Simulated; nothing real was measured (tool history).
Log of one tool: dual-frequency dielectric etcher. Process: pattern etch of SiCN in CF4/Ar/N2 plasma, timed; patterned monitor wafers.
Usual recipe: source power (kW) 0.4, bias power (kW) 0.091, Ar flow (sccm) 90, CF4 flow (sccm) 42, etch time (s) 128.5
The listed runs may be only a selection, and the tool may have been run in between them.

| run | hour | source power (kW) | bias power (kW) | Ar flow (sccm) | CF4 flow (sccm) | etch time (s) | read-back reference wafer on the same gauge, depth_nm | mean etch depth across the wafer (nm) |
|---|---|---|---|---|---|---|---|---|
| 1 | 0 | 0.4 | 0.091 | 90 | 47 | 128.5 | 105.9 | 116.4 |
| 2 | 39.1 | 0.4 | 0.091 | 81 | 42 | 128.5 | 106 | 117.3 |
|  | 68.9 | source power generator calibrated |
|  | 136.6 | wet clean of the chamber |
| 3 | 137.1 | 0.4 | 0.091 | 81 | 42 | 128.5 | 106 | 113.7 |
| 4 | 235.9 | 0.4 | 0.091 | 90 | 42 | 128.5 | 105.9 | 111.3 |
| 5 | 331.6 | 0.4 | 0.091 | 90 | 42 | 128.5 | 105.8 | 112.5 |
| 6 | 396.2 | 0.4 | 0.105 | 90 | 42 | 128.5 | 106.1 | 122 |
| 7 | 458.6 | 0.36 | 0.091 | 90 | 34 | 128.5 | 106 | 103.9 |
| 8 | 512.4 | 0.4 | 0.091 | 90 | 42 | 128.5 | 105.9 | 114.4 |
|  | 526 | bias power generator calibrated |
| 9 | 566 | 0.33 | 0.091 | 71 | 42 | 128.5 | 105.8 | 105.6 |
|  | 603.7 | wet clean of the chamber |
| 10 | 673.1 | 0.47 | 0.084 | 90 | 42 | 128.5 | 105.9 | 121.2 |
| 11 | 730 | 0.31 | 0.106 | 90 | 48 | 113.5 | 105.9 | 89.3 |
|  | 744.1 | gauge calibrated |
| 12 | 810.1 | 0.33 | 0.078 | 90 | 47 | 128.5 | 106 | 91.3 |
| 13 | 882.9 | 0.4 | 0.091 | 90 | 51 | 112.5 | 105.9 | 102 |
| 14 | 928.2 | 0.4 | 0.091 | 90 | 42 | 128.5 | 106.1 | 113.8 |
| 15 | 983.1 | 0.4 | 0.091 | 90 | 42 | 128.5 | 106 | 114.3 |
| 16 | 1037.1 | 0.46 | 0.091 | 90 | 50 | 128.5 | 106.1 | 130.1 |
| 17 | 1120.4 | 0.4 | 0.091 | 90 | 35 | 96 | 106.1 | 85.2 |
|  | 1156.6 | wet clean of the chamber |
| 18 | 1183.6 | 0.4 | 0.091 | 90 | 42 | 128.5 | 105.9 | 111.1 |
| 19 | 1226.8 | 0.4 | 0.091 | 90 | 42 | 140.5 | 106.2 | 121.9 |
| 20 | 1268.2 | 0.4 | 0.1 | 98 | 42 | 94.5 | 106.1 | 83.4 |
| 21 | 1359.8 | 0.4 | 0.091 | 80 | 51 | 128.5 | 106 | 117.7 |
| 22 | 1396.9 | 0.43 | 0.07 | 90 | 51 | 128.5 | 106.1 | 107.5 |

3 options for the next run, each taken on its own from the tool as it stands now. Forecast them:
| A | 1397.4 | 0.37 | 0.091 | 90 | 42 | 128.5 | ? | ? |
| B | 1397.4 | 0.36 | 0.068 | 90 | 50 | 128.5 | ? | ? |
| C | 1397.4 | 0.4 | 0.091 | 90 | 33 | 104.5 | ? | ? |

| run | read-back reference wafer on the same gauge, depth_nm | mean etch depth across the wafer (nm) |
|---|---|---|
| A | 106 | 107 |
| B | 106 | 92.6 |
| C | 106 | 90.1 |
Without the tool's unlogged condition, the same runs would have read:
| run | mean etch depth across the wafer (nm) |
|---|---|
| A | 105 |
| B | 90.9 |
| C | 88.4 |
